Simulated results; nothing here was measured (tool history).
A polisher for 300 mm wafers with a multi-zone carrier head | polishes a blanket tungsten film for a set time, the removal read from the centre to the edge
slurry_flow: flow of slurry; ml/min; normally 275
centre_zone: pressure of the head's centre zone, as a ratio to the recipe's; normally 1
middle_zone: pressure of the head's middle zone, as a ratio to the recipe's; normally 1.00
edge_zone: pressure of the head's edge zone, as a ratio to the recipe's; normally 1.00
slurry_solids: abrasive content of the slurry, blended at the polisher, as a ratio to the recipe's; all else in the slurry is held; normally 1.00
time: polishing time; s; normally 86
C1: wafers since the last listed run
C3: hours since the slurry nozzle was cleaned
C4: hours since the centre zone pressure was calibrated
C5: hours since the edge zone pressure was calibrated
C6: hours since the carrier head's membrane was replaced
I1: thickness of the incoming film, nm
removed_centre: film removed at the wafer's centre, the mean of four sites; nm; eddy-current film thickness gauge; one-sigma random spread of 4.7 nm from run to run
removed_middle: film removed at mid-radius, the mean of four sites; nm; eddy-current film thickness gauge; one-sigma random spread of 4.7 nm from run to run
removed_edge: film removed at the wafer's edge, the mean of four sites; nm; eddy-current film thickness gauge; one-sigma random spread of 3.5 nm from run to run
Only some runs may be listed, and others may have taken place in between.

run 1 hour=0.0 | slurry_flow=275 centre_zone=1 middle_zone=1.00 edge_zone=1.00 slurry_solids=1.15 time=86 | C1=0 wafers_polished_on_this_pad=482 C3=222.0 C4=433.1 C5=1125.2 C6=633.2 | I1=1316.1 | removed_centre=492.1 removed_middle=492.7 removed_edge=473.5
-- hour=46.9 edge zone pressure recalibrated
run 2 hour=50.8 | slurry_flow=275 centre_zone=1 middle_zone=1.00 edge_zone=1.00 slurry_solids=1.00 time=86 | C1=280 wafers_polished_on_this_pad=762 C3=272.8 C4=483.9 C5=3.9 C6=684.0 | I1=1315.5 | removed_centre=490.0 removed_middle=478.5 removed_edge=455.0
-- hour=84.4 slurry nozzle cleaned
run 3 hour=153.1 | slurry_flow=275 centre_zone=1 middle_zone=1.00 edge_zone=1.00 slurry_solids=1.00 time=86 | C1=582 wafers_polished_on_this_pad=1344 C3=68.7 C4=586.2 C5=106.2 C6=786.3 | I1=1317.9 | removed_centre=486.4 removed_middle=476.7 removed_edge=456.0
run 4 hour=191.8 | slurry_flow=275 centre_zone=1 middle_zone=1.00 edge_zone=1.00 slurry_solids=1.00 time=86 | C1=222 wafers_polished_on_this_pad=1567 C3=107.4 C4=624.9 C5=144.9 C6=825.0 | I1=1320.1 | removed_centre=487.2 removed_middle=486.3 removed_edge=450.7
-- hour=211.4 worn pad replaced by a new one
run 5 hour=261.0 | slurry_flow=275 centre_zone=1 middle_zone=1.00 edge_zone=1.00 slurry_solids=1.00 time=86 | C1=374 wafers_polished_on_this_pad=285 C3=176.6 C4=694.1 C5=214.1 C6=894.2 | I1=1299.5 | removed_centre=488.1 removed_middle=478.3 removed_edge=454.5
run 6 hour=341.2 | slurry_flow=275 centre_zone=1 middle_zone=1.00 edge_zone=1.00 slurry_solids=1.00 time=86 | C1=460 wafers_polished_on_this_pad=746 C3=256.8 C4=774.3 C5=294.3 C6=974.4 | I1=1301.5 | removed_centre=488.3 removed_middle=480.2 removed_edge=452.7
-- hour=367.4 slurry nozzle cleaned
run 7 hour=416.9 | slurry_flow=275 centre_zone=1 middle_zone=1.00 edge_zone=1.00 slurry_solids=1.00 time=86 | C1=429 wafers_polished_on_this_pad=1175 C3=49.5 C4=850.0 C5=370.0 C6=1050.1 | I1=1325.2 | removed_centre=485.7 removed_middle=476.2 removed_edge=449.6
run 8 hour=472.7 | slurry_flow=275 centre_zone=1 middle_zone=1.00 edge_zone=1.00 slurry_solids=1.00 time=86 | C1=320 wafers_polished_on_this_pad=1496 C3=105.3 C4=905.8 C5=425.8 C6=1105.9 | I1=1325.6 | removed_centre=485.3 removed_middle=475.5 removed_edge=453.0
-- hour=492.0 worn pad replaced by a new one
run 9 hour=551.1 | slurry_flow=310 centre_zone=1 middle_zone=0.90 edge_zone=1.00 slurry_solids=1.10 time=69 | C1=427 wafers_polished_on_this_pad=339 C3=183.7 C4=984.2 C5=504.2 C6=1184.3 | I1=1338.6 | removed_centre=402.8 removed_middle=364.3 removed_edge=375.1
-- hour=578.0 centre zone pressure recalibrated
run 10 hour=599.1 | slurry_flow=275 centre_zone=1 middle_zone=1.00 edge_zone=1.00 slurry_solids=1.00 time=86 | C1=264 wafers_polished_on_this_pad=604 C3=231.7 C4=21.1 C5=552.2 C6=1232.3 | I1=1319.8 | removed_centre=494.7 removed_middle=469.5 removed_edge=453.3
run 11 hour=653.0 | slurry_flow=245 centre_zone=1 middle_zone=1.00 edge_zone=1.00 slurry_solids=0.90 time=86 | C1=309 wafers_polished_on_this_pad=913 C3=285.6 C4=75.0 C5=606.1 C6=1286.2 | I1=1313.3 | removed_centre=465.1 removed_middle=455.9 removed_edge=433.8
-- hour=670.6 slurry nozzle cleaned
-- hour=751.6 carrier head's membrane replaced by a new one
-- hour=762.8 worn pad replaced by a new one
-- hour=935.5 slurry nozzle cleaned
run 12 hour=944.3 | slurry_flow=275 centre_zone=1 middle_zone=1.00 edge_zone=1.09 slurry_solids=1.00 time=107 | C1=1610 wafers_polished_on_this_pad=1037 C3=8.8 C4=366.3 C5=897.4 C6=192.7 | I1=1330.9 | removed_centre=604.3 removed_middle=594.9 removed_edge=595.5

Expected results for the next run?
-- hour=1029.1 edge zone pressure recalibrated
run 13 hour=1040.5 | slurry_flow=365 centre_zone=1 middle_zone=1.04 edge_zone=1.00 slurry_solids=1.00 time=100 | C1=541 wafers_polished_on_this_pad=1578 C3=105.0 C4=462.5 C5=11.4 C6=288.9 | I1=1306.9 | removed_centre=? removed_middle=? removed_edge=?

{"run 13": {"removed_centre": 593.3, "removed_middle": 585.9, "removed_edge": 541.8}}
Minus the tool's unlogged condition, the same run would have read removed_centre 593.3 nm, removed_middle 585.9 nm, removed_edge 541.8 nm.
